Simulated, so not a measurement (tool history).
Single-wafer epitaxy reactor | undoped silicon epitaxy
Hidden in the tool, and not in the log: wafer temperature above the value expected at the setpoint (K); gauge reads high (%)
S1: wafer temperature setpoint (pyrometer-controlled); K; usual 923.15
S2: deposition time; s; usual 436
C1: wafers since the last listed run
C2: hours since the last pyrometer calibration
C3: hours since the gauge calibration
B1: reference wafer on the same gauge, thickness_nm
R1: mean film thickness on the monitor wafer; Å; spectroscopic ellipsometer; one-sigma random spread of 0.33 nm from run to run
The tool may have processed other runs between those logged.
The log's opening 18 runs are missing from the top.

| run | hour | S1 | S2 | C1 | C2 | C3 | B1 | R1 |
|---|---|---|---|---|---|---|---|---|
| 19 | 461.3 | 923.15 | 436 | 45 | 1727 | 656.9 | 76.884 | 667.87 |
| 20 | 477 | 923.15 | 436 | 50 | 1742.7 | 672.6 | 76.994 | 671.1 |
| 21 | 532.8 | 923.15 | 436 | 179 | 1798.5 | 728.4 | 77.013 | 662.58 |
| 22 | 556.9 | 923.15 | 436 | 77 | 1822.6 | 752.5 | 76.941 | 666.97 |
|  | 575.5 | pyrometer calibrated |
|  | 580 | gauge calibrated |
| 23 | 588.8 | 911.15 | 514 | 76 | 13.3 | 8.8 | 76.84 | 668.12 |
| 24 | 623.6 | 919.15 | 517 | 112 | 48.1 | 43.6 | 76.914 | 783.64 |
| 25 | 713 | 923.15 | 408 | 287 | 137.5 | 133 | 76.969 | 666.26 |
| 26 | 731.6 | 916.15 | 523 | 59 | 156.1 | 151.6 | 76.822 | 746.59 |
| 27 | 759.2 | 930.15 | 472 | 88 | 183.7 | 179.2 | 76.988 | 895.78 |
| 28 | 781.9 | 911.15 | 514 | 73 | 206.4 | 201.9 | 76.903 | 665.49 |
| 29 | 803.9 | 923.15 | 436 | 70 | 228.4 | 223.9 | 76.984 | 714.32 |
| 30 | 821.1 | 909.15 | 510 | 55 | 245.6 | 241.1 | 76.849 | 636.03 |
| 31 | 850.8 | 927.15 | 372 | 95 | 275.3 | 270.8 | 76.933 | 661.76 |
| 32 | 870.8 | 929.15 | 502 | 64 | 295.3 | 290.8 | 76.934 | 934.38 |
| 33 | 902.8 | 923.15 | 436 | 103 | 327.3 | 322.8 | 76.979 | 718.67 |
| 34 | 933 | 923.15 | 436 | 97 | 357.5 | 353 | 77.065 | 719.89 |
| 35 | 966.6 | 935.15 | 468 | 108 | 391.1 | 386.6 | 76.957 | 967.71 |

For run 36, what comes out?
| 36 | 985 | 912.15 | 498 | 59 | 409.5 | 405 | ? | ? |

For run 36 the tool returned B1 76.908, R1 655.61 Å.
With the hidden condition absent and the run-to-run variation left alone, this run would have shown R1 657.42 Å.
